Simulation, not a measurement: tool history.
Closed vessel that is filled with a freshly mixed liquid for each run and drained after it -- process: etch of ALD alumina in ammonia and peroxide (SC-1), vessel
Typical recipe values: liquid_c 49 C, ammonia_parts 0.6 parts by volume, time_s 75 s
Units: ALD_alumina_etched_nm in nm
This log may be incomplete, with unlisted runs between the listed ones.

run    hour  liquid_c  ammonia_parts  time_s  wafers since the last listed run  hours since the thermometer was replaced  hours since the ammonia flow meter was replaced  hours since the drum of ammonia solution was connected  hours since the gauge calibration  read-back film thickness of the ALD alumina reference wafer, read on the same gauge (nm)  ALD_alumina_etched_nm
  1       0        49            0.7      75                                 0                                     767.4                                            462.5                                                   260.6                             1307.5                                                                                    70.038                  4.808
  2    61.1        49            0.7      75                              4494                                     828.5                                            523.6                                                   321.7                             1368.6                                                                                    70.037                  4.831
  3   148.6        49            0.6      60                              6436                                       916                                            611.1                                                   409.2                             1456.1                                                                                    70.026                  3.756
  4   231.3        49            0.6      60                              6083                                     998.7                                            693.8                                                   491.9                             1538.8                                                                                    70.014                  3.749
  5   311.1        49            0.6      75                              5870                                    1078.5                                            773.6                                                   571.7                             1618.6                                                                                     69.95                  4.681
  6   356.3        49            0.6      75                              3324                                    1123.7                                            818.8                                                   616.9                             1663.8                                                                                     70.02                  4.675
  7   425.2        49           0.45      75                              5068                                    1192.6                                            887.7                                                   685.8                             1732.7                                                                                    70.031                  4.513
      450.2  -- new drum of ammonia solution connected
  8   530.4        49           0.45      75                              7664                                    1297.8                                            992.9                                                    80.2                             1837.9                                                                                    69.948                  4.495
  9   577.6        49           0.45      75                              3472                                      1345                                           1040.1                                                   127.4                             1885.1                                                                                    70.043                  4.508
 10   641.7        49            0.6      65                              4715                                    1409.1                                           1104.2                                                   191.5                             1949.2                                                                                    70.024                  4.041
      668.6  -- thermometer replaced
 11   728.1        49            0.6      65                              6282                                      59.5                                           1190.6                                                   277.9                             2035.6                                                                                    69.985                  4.193
      793.7  -- gauge calibrated
 12     823        55            0.6      45                              6980                                     154.4                                           1285.5                                                   372.8                               29.3                                                                                    70.003                  4.027
 13   919.7        49            0.6      75                              7113                                     251.1                                           1382.2                                                   469.5                                126                                                                                    70.005                  4.833
 14   992.5        46            0.6      75                              5355                                     323.9                                             1455                                                   542.3                              198.8                                                                                    69.993                  4.068
 15  1092.4      40.5            0.8      35                              7348                                     423.8                                           1554.9                                                   642.2                              298.7                                                                                    70.002                  1.411
     1169.9  -- new drum of ammonia solution connected
 16  1175.2        49            0.6      40                              6017                                     506.6                                           1637.7                                                     5.3                              381.5                                                                                    69.992                  2.568
 17    1227        49            0.8      75                              3810                                     558.4                                           1689.5                                                    57.1                              433.3                                                                                    70.023                  4.921
 18  1289.9      55.5            0.6      75                              4626                                     621.3                                           1752.4                                                     120                              496.2                                                                                    69.988                  6.759
 19  1598.7      43.5            0.8      75                             22715                                     930.1                                           2061.2                                                   428.8                                805                                                                                    69.999                  3.519
 20  1644.9      57.5           0.75      75                              3398                                     976.3                                           2107.4                                                     475                              851.2                                                                                    69.991                  7.527
     1646.8  -- ammonia flow meter replaced
 21    1732      55.5            0.6      75                              6333                                    1063.4                                             85.2                                                   562.1                              938.3                                                                                    70.012                  6.665
 22  1770.2      51.5           0.85      55                              2809                                    1101.6                                            123.4                                                   600.3                              976.5                                                                                    70.006                  4.059
 23  1818.6        43            0.6      45                              3560                                      1150                                            171.8                                                   648.7                             1024.9                                                                                    70.001                  1.989
 24  1916.3      56.5           0.45     110                              7186                                    1247.7                                            269.5                                                   746.4                             1122.6                                                                                     69.99                  9.979
     1952.8  -- new drum of ammonia solution connected
 25    1975        49            0.6      65                              4244                                    1306.4                                            328.2                                                    22.2                             1181.3                                                                                    69.995                  4.032
 26  2042.1        54           0.85      60                              4935                                    1373.5                                            395.3                                                    89.3                             1248.4                                                                                    70.006                  5.024
 27  2089.8        49            0.6      75                              3508                                    1421.2                                              443                                                     137                             1296.1                                                                                    69.976                  4.624
 28  2145.4        49            0.6      75                              4089                                    1476.8                                            498.6                                                   192.6                             1351.7                                                                                    69.993                  4.588
 29  2238.9        49           0.35      75                              6877                                    1570.3                                            592.1                                                   286.1                             1445.2                                                                                    70.018                  4.387
 30  2290.5        53            0.6     105                              3795                                    1621.9                                            643.7                                                   337.7                             1496.8                                                                                    70.032                  7.969

Some steps in ALD_alumina_etched_nm, run to run, broken into two amounts with sign: the step expected even without the hidden condition (settings, incoming material, random variation), and the rest, left for the hidden condition together with whatever gauge scatter is not in both the measured and the hidden-condition-free result:
Hidden state present: liquid colder than its thermometer reads (K); ammonia flow above the setpoint (%); ammonia solution weaker than its label (%); gauge reads high (%).
Run 19 -> 20: liquid_c 43.5 -> 57.5, ammonia_parts 0.8 -> 0.75. ALD_alumina_etched_nm +4.008 nm: hidden state -0.143, all else +4.151.
Run 23 -> 24: liquid_c 43 -> 56.5, ammonia_parts 0.6 -> 0.45, time_s 45 -> 110. ALD_alumina_etched_nm +7.99 nm: hidden state -0.379, all else +8.369.
Run 24 -> 25: liquid_c 56.5 -> 49, ammonia_parts 0.45 -> 0.6, time_s 110 -> 65, new drum of ammonia solution connected. ALD_alumina_etched_nm -5.947 nm: hidden state +0.265, all else -6.212.
Run 29 -> 30: liquid_c 49 -> 53, ammonia_parts 0.35 -> 0.6, time_s 75 -> 105. ALD_alumina_etched_nm +3.582 nm: hidden state -0.225, all else +3.807.

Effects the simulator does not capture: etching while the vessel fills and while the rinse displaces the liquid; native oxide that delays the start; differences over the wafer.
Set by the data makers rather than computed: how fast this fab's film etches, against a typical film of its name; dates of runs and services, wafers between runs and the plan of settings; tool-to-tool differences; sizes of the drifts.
